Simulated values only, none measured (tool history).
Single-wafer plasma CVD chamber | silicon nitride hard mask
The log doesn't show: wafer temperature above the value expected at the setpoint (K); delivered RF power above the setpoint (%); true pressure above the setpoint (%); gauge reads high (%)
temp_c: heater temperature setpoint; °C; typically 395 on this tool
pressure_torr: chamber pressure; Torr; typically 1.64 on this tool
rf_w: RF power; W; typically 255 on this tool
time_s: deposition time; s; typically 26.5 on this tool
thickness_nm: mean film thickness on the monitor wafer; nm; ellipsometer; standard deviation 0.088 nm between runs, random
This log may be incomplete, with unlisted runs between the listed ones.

run,hour,temp_c,pressure_torr,rf_w,time_s,wafers since the last listed run,hours since the last thermocouple change,hours since the last RF generator calibration,hours since the last manometer calibration,hours since the showerhead was replaced,hours since the gauge calibration,"read-back reference wafer on the same gauge, thickness_nm",thickness_nm
1,0,395,1.64,255,26.5,0,834.6,1607.6,1135,2180.4,1084.7,28.794,24.934
2,99.4,395,1.64,255,26.5,2357,934,1707,1234.4,2279.8,1184.1,28.781,24.901
3,165,395,1.64,255,26.5,1556,999.6,1772.6,1300,2345.4,1249.7,28.79,24.872
4,248.8,395,1.64,255,26.5,1987,1083.4,1856.4,1383.8,2429.2,1333.5,28.786,24.873
5,481.4,395,1.64,255,26.5,5517,1316,2089,1616.4,2661.8,1566.1,28.787,25.18
6,574.1,395,1.41,255,26.5,2198,1408.7,2181.7,1709.1,2754.5,1658.8,28.809,24.06
7,660.4,395,1.64,270,26.5,2047,1495,2268,1795.4,2840.8,1745.1,28.78,25.955
8,719.1,395,1.64,270,26.5,1392,1553.7,2326.7,1854.1,2899.5,1803.8,28.806,25.978
# hour 741.6: capacitance manometer re-zeroed and calibrated
9,770.6,395,1.64,295,26.5,1031,1605.2,2378.2,29,2951,1855.3,28.789,26.685
# hour 828.5: RF generator calibrated
10,862.7,395,1.64,255,26.5,1994,1697.3,34.2,121.1,3043.1,1947.4,28.793,24.569
11,918.1,395,1.64,255,26.5,1314,1752.7,89.6,176.5,3098.5,2002.8,28.799,24.648
12,979.8,395,1.64,255,25.2,1463,1814.4,151.3,238.2,3160.2,2064.5,28.794,23.299
13,1079.3,401,1.64,255,26.5,2360,1913.9,250.8,337.7,3259.7,2164,28.801,24.495
14,1133.6,388,1.85,270,22,1288,1968.2,305.1,392,3314,2218.3,28.794,21.92
15,1375,395,1.64,240,26.5,5726,2209.6,546.5,633.4,3555.4,2459.7,28.816,23.891
16,1430.4,395,1.64,255,26.5,1314,2265,601.9,688.8,3610.8,2515.1,28.793,24.564
# hour 1458.6: showerhead replaced
17,1506.4,395,1.64,215,21.3,1613,2341,677.9,764.8,47.8,2591.1,28.786,18.104

For run 18, what comes out?
18,1612.4,395,1.64,255,26.5,2514,2447,783.9,870.8,153.8,2697.1,?,?

read-back reference wafer on the same gauge, thickness_nm: 28.795
thickness_nm: 24.62 nm
With no hidden state in the tool, this same run would have given thickness_nm 24.5 nm.

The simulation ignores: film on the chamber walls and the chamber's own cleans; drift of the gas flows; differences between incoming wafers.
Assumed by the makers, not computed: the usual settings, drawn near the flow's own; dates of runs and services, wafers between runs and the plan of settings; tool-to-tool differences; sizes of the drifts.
